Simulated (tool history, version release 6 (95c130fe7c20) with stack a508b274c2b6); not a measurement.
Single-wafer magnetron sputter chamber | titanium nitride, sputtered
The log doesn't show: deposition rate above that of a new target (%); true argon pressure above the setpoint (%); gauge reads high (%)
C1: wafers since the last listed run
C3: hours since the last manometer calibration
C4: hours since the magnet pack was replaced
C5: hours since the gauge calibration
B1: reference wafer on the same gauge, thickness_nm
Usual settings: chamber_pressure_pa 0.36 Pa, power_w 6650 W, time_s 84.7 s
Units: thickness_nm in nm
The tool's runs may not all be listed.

{"run": 1, "hour": 0.0, "chamber_pressure_pa": 0.36, "power_w": 7650, "time_s": 92.5, "C1": 0, "wafers on the sputter target": 5129, "C3": 1274.4, "C4": 5768.5, "C5": 115.8, "B1": 103.025, "thickness_nm": 117.938}
{"run": 2, "hour": 12.6, "chamber_pressure_pa": 0.36, "power_w": 7650, "time_s": 92.5, "C1": 238, "wafers on the sputter target": 5368, "C3": 1287, "C4": 5781.1, "C5": 128.4, "B1": 102.925, "thickness_nm": 116.757}
{"run": 3, "hour": 23.0, "chamber_pressure_pa": 0.36, "power_w": 6650, "time_s": 71.9, "C1": 197, "wafers on the sputter target": 5565, "C3": 1297.4, "C4": 5791.5, "C5": 138.8, "B1": 102.993, "thickness_nm": 78.928}
{"run": 4, "hour": 38.7, "chamber_pressure_pa": 0.36, "power_w": 6650, "time_s": 92.7, "C1": 297, "wafers on the sputter target": 5862, "C3": 1313.1, "C4": 5807.2, "C5": 154.5, "B1": 103.037, "thickness_nm": 102.183}
{"run": 5, "hour": 56.1, "chamber_pressure_pa": 0.324, "power_w": 7600, "time_s": 84.7, "C1": 329, "wafers on the sputter target": 6192, "C3": 1330.5, "C4": 5824.6, "C5": 171.9, "B1": 103.144, "thickness_nm": 107.208}
{"hour": 58.0, "done": "gauge calibrated"}
{"hour": 68.0, "done": "sputter target and shields replaced"}
{"hour": 77.0, "done": "magnet pack replaced, of another model than before"}
{"run": 6, "hour": 77.5, "chamber_pressure_pa": 0.324, "power_w": 7600, "time_s": 84.7, "C1": 102, "wafers on the sputter target": 27, "C3": 1351.9, "C4": 0.5, "C5": 19.5, "B1": 103.032, "thickness_nm": 116.963}
{"run": 7, "hour": 78.9, "chamber_pressure_pa": 0.324, "power_w": 7600, "time_s": 84.7, "C1": 26, "wafers on the sputter target": 54, "C3": 1353.3, "C4": 1.9, "C5": 20.9, "B1": 103.033, "thickness_nm": 116.234}
{"run": 8, "hour": 89.5, "chamber_pressure_pa": 0.36, "power_w": 6650, "time_s": 84.7, "C1": 200, "wafers on the sputter target": 255, "C3": 1363.9, "C4": 12.5, "C5": 31.5, "B1": 103.086, "thickness_nm": 99.505}
{"run": 9, "hour": 101.9, "chamber_pressure_pa": 0.36, "power_w": 6650, "time_s": 84.7, "C1": 234, "wafers on the sputter target": 489, "C3": 1376.3, "C4": 24.9, "C5": 43.9, "B1": 103.064, "thickness_nm": 99.88}
{"hour": 117.2, "done": "capacitance manometer re-zeroed and calibrated"}
{"run": 10, "hour": 117.7, "chamber_pressure_pa": 0.36, "power_w": 7200, "time_s": 89.8, "C1": 147, "wafers on the sputter target": 637, "C3": 0.5, "C4": 40.7, "C5": 59.7, "B1": 103.007, "thickness_nm": 114.69}
{"run": 11, "hour": 130.9, "chamber_pressure_pa": 0.36, "power_w": 8050, "time_s": 84.7, "C1": 250, "wafers on the sputter target": 887, "C3": 13.7, "C4": 53.9, "C5": 72.9, "B1": 102.928, "thickness_nm": 120.35}
{"run": 12, "hour": 148.6, "chamber_pressure_pa": 0.36, "power_w": 7650, "time_s": 72.2, "C1": 335, "wafers on the sputter target": 1223, "C3": 31.4, "C4": 71.6, "C5": 90.6, "B1": 102.939, "thickness_nm": 97.216}
{"run": 13, "hour": 155.4, "chamber_pressure_pa": 0.274, "power_w": 6650, "time_s": 84.7, "C1": 128, "wafers on the sputter target": 1351, "C3": 38.2, "C4": 78.4, "C5": 97.4, "B1": 103.097, "thickness_nm": 104.132}
{"run": 14, "hour": 168.5, "chamber_pressure_pa": 0.36, "power_w": 6650, "time_s": 78, "C1": 248, "wafers on the sputter target": 1600, "C3": 51.3, "C4": 91.5, "C5": 110.5, "B1": 102.993, "thickness_nm": 90.578}
{"run": 15, "hour": 183.1, "chamber_pressure_pa": 0.429, "power_w": 7400, "time_s": 84.7, "C1": 276, "wafers on the sputter target": 1876, "C3": 65.9, "C4": 106.1, "C5": 125.1, "B1": 103.073, "thickness_nm": 104.743}
{"run": 16, "hour": 191.5, "chamber_pressure_pa": 0.36, "power_w": 7650, "time_s": 72.2, "C1": 159, "wafers on the sputter target": 2035, "C3": 74.3, "C4": 114.5, "C5": 133.5, "B1": 103.043, "thickness_nm": 95.907}

4 ways to go on from here, each from the tool as it stands after run 16. What would each give?
{"run": "A", "hour": 191.9, "chamber_pressure_pa": 0.36, "power_w": 6650, "time_s": 100.6, "C1": 7, "wafers on the sputter target": 2043, "C3": 74.7, "C4": 114.9, "C5": 133.9, "B1": "?", "thickness_nm": "?"}
{"run": "B", "hour": 191.9, "chamber_pressure_pa": 0.408, "power_w": 7450, "time_s": 68.8, "C1": 7, "wafers on the sputter target": 2043, "C3": 74.7, "C4": 114.9, "C5": 133.9, "B1": "?", "thickness_nm": "?"}
{"run": "C", "hour": 191.9, "chamber_pressure_pa": 0.42, "power_w": 7850, "time_s": 94.5, "C1": 7, "wafers on the sputter target": 2043, "C3": 74.7, "C4": 114.9, "C5": 133.9, "B1": "?", "thickness_nm": "?"}
{"run": "D", "hour": 191.9, "chamber_pressure_pa": 0.36, "power_w": 6650, "time_s": 101.3, "C1": 7, "wafers on the sputter target": 2043, "C3": 74.7, "C4": 114.9, "C5": 133.9, "B1": "?", "thickness_nm": "?"}

run=A B1=102.923 thickness_nm=117.827
run=B B1=102.923 thickness_nm=87.372
run=C B1=102.923 thickness_nm=125.404
run=D B1=102.923 thickness_nm=118.647
Without the tool's hidden state the same runs would have given:
run=A thickness_nm=119.714
run=B thickness_nm=88.772
run=C thickness_nm=127.413
run=D thickness_nm=120.547

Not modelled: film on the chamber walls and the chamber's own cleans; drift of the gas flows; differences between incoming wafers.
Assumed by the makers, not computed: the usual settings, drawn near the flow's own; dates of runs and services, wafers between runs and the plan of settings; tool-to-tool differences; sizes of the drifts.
